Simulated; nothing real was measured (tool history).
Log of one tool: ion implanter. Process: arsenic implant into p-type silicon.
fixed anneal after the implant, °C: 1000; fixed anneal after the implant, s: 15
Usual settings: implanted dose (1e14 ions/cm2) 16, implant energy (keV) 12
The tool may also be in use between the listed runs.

run	hour	implanted dose (1e14 ions/cm2)	implant energy (keV)	wafers since the last listed run	hours since the last dose calibration	hours since the extraction supply was calibrated	hours since the gauge calibration	read-back reference wafer on the same gauge, sheet resistance	sheet resistance of the implanted and annealed layer (ohm/square)
1	0	16	12	0	1371.4	5388.3	291.2	165.83	150.82
2	24.6	16	12	568	1396	5412.9	315.8	165.9	150.92
3	49	16	12	563	1420.4	5437.3	340.2	165.96	151.32
4	76.7	16	12	639	1448.1	5465	367.9	166.03	151.11
5	106.9	13.57	12	697	1478.3	5495.2	398.1	166.16	156.55
6	141.9	13.57	12	808	1513.3	5530.2	433.1	166.18	156.63
7	169.4	16	12	635	1540.8	5557.7	460.6	166.14	151.1
# hour 199.8: Faraday cup replaced and dose calibrated
# hour 202.7: extraction supply calibrated
8	203.2	16	12	530	3.4	0.5	494.4	166.26	150.89
9	214.6	16	12	263	14.8	11.9	505.8	166.3	151.8
# hour 232.5: gauge calibrated
10	248	16	12	771	48.2	45.3	15.5	163.32	148.73
11	266	16	11	415	66.2	63.3	33.5	163.67	151.91
12	288	16	12	508	88.2	85.3	55.5	163.86	149.15
13	320.1	16	12	741	120.3	117.4	87.6	164.25	149.64
14	356	16	10.5	829	156.2	153.3	123.5	164.44	154.31
15	391.3	16	8.5	815	191.5	188.6	158.8	164.84	161.61
16	482.5	18.92	16	2107	282.7	279.8	250	165.23	134.27
17	506.7	14.06	9.5	559	306.9	304	274.2	165.39	162.93
18	528.1	17.62	8.5	494	328.3	325.4	295.6	165.41	159.67
19	546.9	12.38	12	434	347.1	344.2	314.4	165.56	159.68

Forecast each of these 5 alternatives for the next run:
A	547.3	12.76	12	9	347.5	344.6	314.8	?	?
B	547.3	20.75	9	9	347.5	344.6	314.8	?	?
C	547.3	12.29	8.5	9	347.5	344.6	314.8	?	?
D	547.3	11.7	15.5	9	347.5	344.6	314.8	?	?
E	547.3	17.56	14.5	9	347.5	344.6	314.8	?	?

run	read-back reference wafer on the same gauge, sheet resistance	sheet resistance of the implanted and annealed layer (ohm/square)
A	165.58	158.91
B	165.58	153.43
C	165.58	172.65
D	165.58	152.65
E	165.58	140.71
Without the tool's hidden state the same runs would have given:
run	sheet resistance of the implanted and annealed layer (ohm/square)
A	156.46
B	151.07
C	169.99
D	150.3
E	138.54
